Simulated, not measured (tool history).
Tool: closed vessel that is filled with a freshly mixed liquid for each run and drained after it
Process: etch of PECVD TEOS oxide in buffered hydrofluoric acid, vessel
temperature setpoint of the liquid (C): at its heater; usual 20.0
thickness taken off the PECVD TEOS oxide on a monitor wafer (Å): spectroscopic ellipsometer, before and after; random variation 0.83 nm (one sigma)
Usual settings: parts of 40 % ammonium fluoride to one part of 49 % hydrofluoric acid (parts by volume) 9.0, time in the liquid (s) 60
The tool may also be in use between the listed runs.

run    hour  temperature setpoint of the liquid (C)  parts of 40 % ammonium fluoride to one part of 49 % hydrofluoric acid (parts by volume)  time in the liquid (s)  wafers since the last listed run  hours since the thermometer was replaced  hours since the hydrofluoric acid flow meter was replaced  hours since the gauge calibration  read-back film thickness of the PECVD TEOS oxide reference wafer, read on the same gauge (nm)  thickness taken off the PECVD TEOS oxide on a monitor wafer (Å)
  1     0.0                                    20.0                                                                                      9.0                      60                                 0                                     957.6                                                     1185.4                              605.7                                                                                         110.01                                                           1014.6
       23.3  -- gauge calibrated
  2    60.1                                    20.0                                                                                      9.0                      60                              3864                                    1017.7                                                     1245.5                               36.8                                                                                         109.98                                                           1024.2
  3    95.3                                    20.0                                                                                      9.0                      60                              2263                                    1052.9                                                     1280.7                               72.0                                                                                         109.97                                                           1018.6
  4   164.0                                    17.5                                                                                      9.0                      60                              4417                                    1121.6                                                     1349.4                              140.7                                                                                         110.00                                                            867.9
  5   206.3                                    20.0                                                                                      9.0                      60                              2720                                    1163.9                                                     1391.7                              183.0                                                                                         110.02                                                            998.3
  6   241.7                                    20.0                                                                                      9.0                      60                              2276                                    1199.3                                                     1427.1                              218.4                                                                                         109.98                                                            998.5
  7   308.6                                    23.5                                                                                      7.5                      60                              4302                                    1266.2                                                     1494.0                              285.3                                                                                         109.99                                                           1397.0
  8   357.7                                    23.5                                                                                      7.5                      60                              3157                                    1315.3                                                     1543.1                              334.4                                                                                         110.01                                                           1383.8
  9   389.3                                    20.0                                                                                      9.0                      60                              2032                                    1346.9                                                     1574.7                              366.0                                                                                         109.98                                                            968.9
      404.2  -- thermometer replaced
 10   456.4                                    20.0                                                                                      9.0                      60                              4250                                      52.2                                                     1641.8                              433.1                                                                                         110.04                                                           1089.8
 11   493.6                                    20.0                                                                                      9.0                      60                              2392                                      89.4                                                     1679.0                              470.3                                                                                         109.99                                                           1060.9
 12   540.8                                    18.5                                                                                      7.5                      60                              3035                                     136.6                                                     1726.2                              517.5                                                                                         110.01                                                           1122.6
 13   570.2                                    17.0                                                                                     10.0                      75                              1890                                     166.0                                                     1755.6                              546.9                                                                                         110.03                                                           1006.1
      586.1  -- gauge calibrated
      605.5  -- hydrofluoric acid flow meter replaced
 14   608.8                                    22.0                                                                                      9.0                      60                              2417                                     204.6                                                        3.3                               22.7                                                                                         110.00                                                           1287.2
 15   677.1                                    24.0                                                                                      9.0                      60                              4392                                     272.9                                                       71.6                               91.0                                                                                         109.99                                                           1417.5
 16   716.9                                    23.5                                                                                      9.0                      60                              2559                                     312.7                                                      111.4                              130.8                                                                                         109.99                                                           1384.5
 17   753.8                                    24.5                                                                                     11.5                      35                              2372                                     349.6                                                      148.3                              167.7                                                                                         110.01                                                            690.7
 18   811.5                                    24.5                                                                                     10.5                      60                              3710                                     407.3                                                      206.0                              225.4                                                                                         109.97                                                           1275.4
 19   867.8                                    20.0                                                                                      9.0                      60                              3620                                     463.6                                                      262.3                              281.7                                                                                         109.99                                                           1114.0
 20   936.2                                    25.0                                                                                      6.0                      85                              4398                                     532.0                                                      330.7                              350.1                                                                                         109.99                                                           3100.6
 21   977.5                                    20.0                                                                                      8.0                      70                              2655                                     573.3                                                      372.0                              391.4                                                                                         110.01                                                           1435.5
 22  1042.1                                    24.5                                                                                     10.5                      60                              4154                                     637.9                                                      436.6                              456.0                                                                                         110.01                                                           1244.6

Forecast each of these 3 alternatives for the next run:
  A  1042.8                                    20.0                                                                                      9.0                      60                                45                                     638.6                                                      437.3                              456.7                                                                                              ?                                                                ?
  B  1042.8                                    23.5                                                                                     12.5                      60                                45                                     638.6                                                      437.3                              456.7                                                                                              ?                                                                ?
  C  1042.8                                    22.0                                                                                      9.0                      30                                45                                     638.6                                                      437.3                              456.7                                                                                              ?                                                                ?

run  read-back film thickness of the PECVD TEOS oxide reference wafer, read on the same gauge (nm)  thickness taken off the PECVD TEOS oxide on a monitor wafer (Å)
  A                                                                                         109.99                                                           1095.3
  B                                                                                         109.99                                                            990.5
  C                                                                                         109.99                                                            612.7
Without the tool's hidden state the same runs would have given:
run  thickness taken off the PECVD TEOS oxide on a monitor wafer (Å)
  A                                                           1205.9
  B                                                           1101.8
  C                                                            673.9
